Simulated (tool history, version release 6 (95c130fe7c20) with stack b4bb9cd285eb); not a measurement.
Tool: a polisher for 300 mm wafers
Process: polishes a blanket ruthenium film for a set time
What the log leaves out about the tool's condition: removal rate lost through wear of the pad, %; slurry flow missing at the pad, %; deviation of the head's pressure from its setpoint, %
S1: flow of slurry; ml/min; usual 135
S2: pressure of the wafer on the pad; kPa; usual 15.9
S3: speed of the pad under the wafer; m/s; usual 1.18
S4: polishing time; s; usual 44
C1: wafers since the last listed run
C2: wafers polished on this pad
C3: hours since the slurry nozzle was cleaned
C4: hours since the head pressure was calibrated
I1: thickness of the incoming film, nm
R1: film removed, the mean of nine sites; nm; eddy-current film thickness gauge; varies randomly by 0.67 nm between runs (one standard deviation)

run	day	S1	S2	S3	S4	C1	C2	C3	C4	I1	R1
1	0.000	135	15.9	1.18	44	0	171	474.1	262.5	649.0	66.5
2	0.729	135	15.9	1.18	44	323	495	491.6	280.0	632.4	66.7
3	1.383	135	15.9	1.18	44	290	786	507.3	295.7	632.3	67.7
4	1.925	135	13.8	1.18	44	240	1027	520.3	308.7	635.1	57.8
5	2.388	135	13.8	1.18	44	205	1232	531.4	319.8	638.9	57.6
# day 2.900: worn pad replaced by a new one
6	3.100	135	13.8	1.18	44	242	88	548.5	336.9	642.0	58.3
7	3.625	135	15.9	1.18	44	233	321	561.1	349.5	650.6	67.6
8	4.338	135	15.9	1.18	44	316	638	578.2	366.6	631.6	67.5
# day 4.717: slurry nozzle cleaned
9	4.817	135	15.9	1.18	44	194	832	2.4	378.1	645.5	67.3
10	5.088	135	15.9	1.18	44	120	953	8.9	384.6	644.2	66.3
# day 5.950: worn pad replaced by a new one
11	6.692	135	15.9	1.42	44	638	329	47.4	423.1	634.4	74.0
12	7.358	135	15.9	1.42	44	296	625	63.4	439.1	648.5	76.1
13	7.742	135	11.0	1.18	44	170	795	72.6	448.3	642.5	46.9
14	8.154	135	18.6	1.18	44	183	979	82.5	458.2	646.2	79.3
15	8.612	135	13.8	1.18	53	203	1182	93.5	469.2	638.0	70.8
# day 9.092: worn pad replaced by a new one
16	9.112	160	19.3	0.86	48	148	9	105.5	481.2	642.5	76.6
17	9.217	110	15.9	0.98	44	46	56	108.0	483.7	639.2	57.7
# day 9.575: head pressure recalibrated
18	9.596	135	15.9	0.86	44	131	187	117.1	0.5	636.9	56.2
19	10.212	175	20.7	1.32	44	273	461	131.9	15.3	633.0	97.5
20	10.767	115	12.4	1.18	44	246	707	145.2	28.6	635.5	49.3
21	11.162	135	19.3	0.82	50	175	883	154.7	38.1	646.6	75.8
22	11.612	135	15.9	1.18	44	199	1083	165.5	48.9	641.4	66.1
23	12.275	135	15.9	0.84	56	294	1377	181.4	64.8	633.8	70.0
# day 12.629: worn pad replaced by a new one
24	12.650	115	18.6	0.92	39	92	9	190.4	73.8	643.0	58.3
25	13.279	135	11.0	1.18	44	279	288	205.5	88.9	639.8	45.6

Alternative continuations, all from the tool just after run 25; predict every row:
A	13.296	135	15.9	1.18	44	7	296	205.9	89.3	629.6	?
B	13.296	100	12.4	1.46	44	7	296	205.9	89.3	629.6	?
C	13.296	135	17.9	1.18	44	7	296	205.9	89.3	629.6	?

run	R1
A	67.5
B	56.0
C	76.3
With the hidden condition removed and each run's random variation left untouched, the same runs would have given:
run	R1
A	67.5
B	56.0
C	76.3
